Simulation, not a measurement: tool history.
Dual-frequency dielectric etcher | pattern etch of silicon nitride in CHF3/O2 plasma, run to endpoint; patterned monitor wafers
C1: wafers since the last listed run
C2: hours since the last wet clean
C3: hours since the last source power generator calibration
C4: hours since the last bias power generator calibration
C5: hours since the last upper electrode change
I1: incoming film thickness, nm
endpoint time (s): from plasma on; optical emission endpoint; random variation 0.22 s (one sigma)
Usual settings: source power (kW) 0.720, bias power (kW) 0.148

run 1 hour=0.0 | source_power_(kW)=0.720 bias_power_(kW)=0.148 | C1=0 C2=505.2 C3=1596.7 C4=2045.2 C5=4612.7 | I1=69.8 | endpoint_time_(s)=53.2
run 2 hour=8.1 | source_power_(kW)=0.720 bias_power_(kW)=0.148 | C1=131 C2=513.3 C3=1604.8 C4=2053.3 C5=4620.8 | I1=71.0 | endpoint_time_(s)=54.4
run 3 hour=19.7 | source_power_(kW)=0.720 bias_power_(kW)=0.148 | C1=188 C2=524.9 C3=1616.4 C4=2064.9 C5=4632.4 | I1=71.0 | endpoint_time_(s)=54.7
run 4 hour=34.9 | source_power_(kW)=0.720 bias_power_(kW)=0.148 | C1=246 C2=540.1 C3=1631.6 C4=2080.1 C5=4647.6 | I1=71.1 | endpoint_time_(s)=54.4
run 5 hour=48.0 | source_power_(kW)=0.720 bias_power_(kW)=0.148 | C1=212 C2=553.2 C3=1644.7 C4=2093.2 C5=4660.7 | I1=70.7 | endpoint_time_(s)=54.2
run 6 hour=63.6 | source_power_(kW)=0.720 bias_power_(kW)=0.161 | C1=253 C2=568.8 C3=1660.3 C4=2108.8 C5=4676.3 | I1=70.0 | endpoint_time_(s)=52.0
run 7 hour=75.5 | source_power_(kW)=0.720 bias_power_(kW)=0.161 | C1=193 C2=580.7 C3=1672.2 C4=2120.7 C5=4688.2 | I1=69.7 | endpoint_time_(s)=52.1
run 8 hour=84.4 | source_power_(kW)=0.720 bias_power_(kW)=0.148 | C1=144 C2=589.6 C3=1681.1 C4=2129.6 C5=4697.1 | I1=70.5 | endpoint_time_(s)=54.0
run 9 hour=93.2 | source_power_(kW)=0.720 bias_power_(kW)=0.156 | C1=142 C2=598.4 C3=1689.9 C4=2138.4 C5=4705.9 | I1=70.8 | endpoint_time_(s)=52.8
run 10 hour=108.8 | source_power_(kW)=0.720 bias_power_(kW)=0.156 | C1=253 C2=614.0 C3=1705.5 C4=2154.0 C5=4721.5 | I1=70.6 | endpoint_time_(s)=53.2
run 11 hour=122.7 | source_power_(kW)=0.720 bias_power_(kW)=0.148 | C1=225 C2=627.9 C3=1719.4 C4=2167.9 C5=4735.4 | I1=70.3 | endpoint_time_(s)=53.9
run 12 hour=137.5 | source_power_(kW)=0.720 bias_power_(kW)=0.148 | C1=240 C2=642.7 C3=1734.2 C4=2182.7 C5=4750.2 | I1=70.6 | endpoint_time_(s)=54.2
-- hour=170.6 wet clean of the chamber
run 13 hour=171.1 | source_power_(kW)=0.720 bias_power_(kW)=0.175 | C1=155 C2=0.5 C3=1767.8 C4=2216.3 C5=4783.8 | I1=70.7 | endpoint_time_(s)=51.0
run 14 hour=171.5 | source_power_(kW)=0.880 bias_power_(kW)=0.164 | C1=6 C2=0.9 C3=1768.2 C4=2216.7 C5=4784.2 | I1=71.4 | endpoint_time_(s)=49.3
run 15 hour=181.3 | source_power_(kW)=0.720 bias_power_(kW)=0.172 | C1=159 C2=10.7 C3=1778.0 C4=2226.5 C5=4794.0 | I1=71.2 | endpoint_time_(s)=51.7
run 16 hour=189.7 | source_power_(kW)=0.720 bias_power_(kW)=0.148 | C1=136 C2=19.1 C3=1786.4 C4=2234.9 C5=4802.4 | I1=70.3 | endpoint_time_(s)=53.8
run 17 hour=204.1 | source_power_(kW)=0.860 bias_power_(kW)=0.170 | C1=233 C2=33.5 C3=1800.8 C4=2249.3 C5=4816.8 | I1=69.8 | endpoint_time_(s)=47.5
-- hour=211.8 bias power generator calibrated
run 18 hour=216.1 | source_power_(kW)=0.600 bias_power_(kW)=0.148 | C1=129 C2=45.5 C3=1812.8 C4=4.3 C5=4828.8 | I1=70.2 | endpoint_time_(s)=57.7
run 19 hour=253.6 | source_power_(kW)=0.840 bias_power_(kW)=0.180 | C1=608 C2=83.0 C3=1850.3 C4=41.8 C5=4866.3 | I1=70.2 | endpoint_time_(s)=47.4
-- hour=279.6 source power generator calibrated
-- hour=291.1 upper electrode replaced
run 20 hour=291.6 | source_power_(kW)=0.720 bias_power_(kW)=0.148 | C1=364 C2=121.0 C3=12.0 C4=79.8 C5=0.5 | I1=70.1 | endpoint_time_(s)=53.7
run 21 hour=291.9 | source_power_(kW)=0.720 bias_power_(kW)=0.148 | C1=4 C2=121.3 C3=12.3 C4=80.1 C5=0.8 | I1=69.9 | endpoint_time_(s)=53.7
run 22 hour=292.3 | source_power_(kW)=0.820 bias_power_(kW)=0.131 | C1=6 C2=121.7 C3=12.7 C4=80.5 C5=1.2 | I1=70.7 | endpoint_time_(s)=54.4
run 23 hour=295.0 | source_power_(kW)=0.600 bias_power_(kW)=0.111 | C1=43 C2=124.4 C3=15.4 C4=83.2 C5=3.9 | I1=70.7 | endpoint_time_(s)=64.4
run 24 hour=301.2 | source_power_(kW)=0.780 bias_power_(kW)=0.137 | C1=100 C2=130.6 C3=21.6 C4=89.4 C5=10.1 | I1=70.3 | endpoint_time_(s)=53.6
run 25 hour=312.9 | source_power_(kW)=0.650 bias_power_(kW)=0.148 | C1=189 C2=142.3 C3=33.3 C4=101.1 C5=21.8 | I1=70.7 | endpoint_time_(s)=56.1

Run 26 comes next. What will it give?
run 26 hour=320.7 | source_power_(kW)=0.720 bias_power_(kW)=0.148 | C1=126 C2=150.1 C3=41.1 C4=108.9 C5=29.6 | I1=71.3 | endpoint_time_(s)=?

endpoint time (s): 54.7
Without the tool's hidden state the same run would have given endpoint time (s) 54.7.
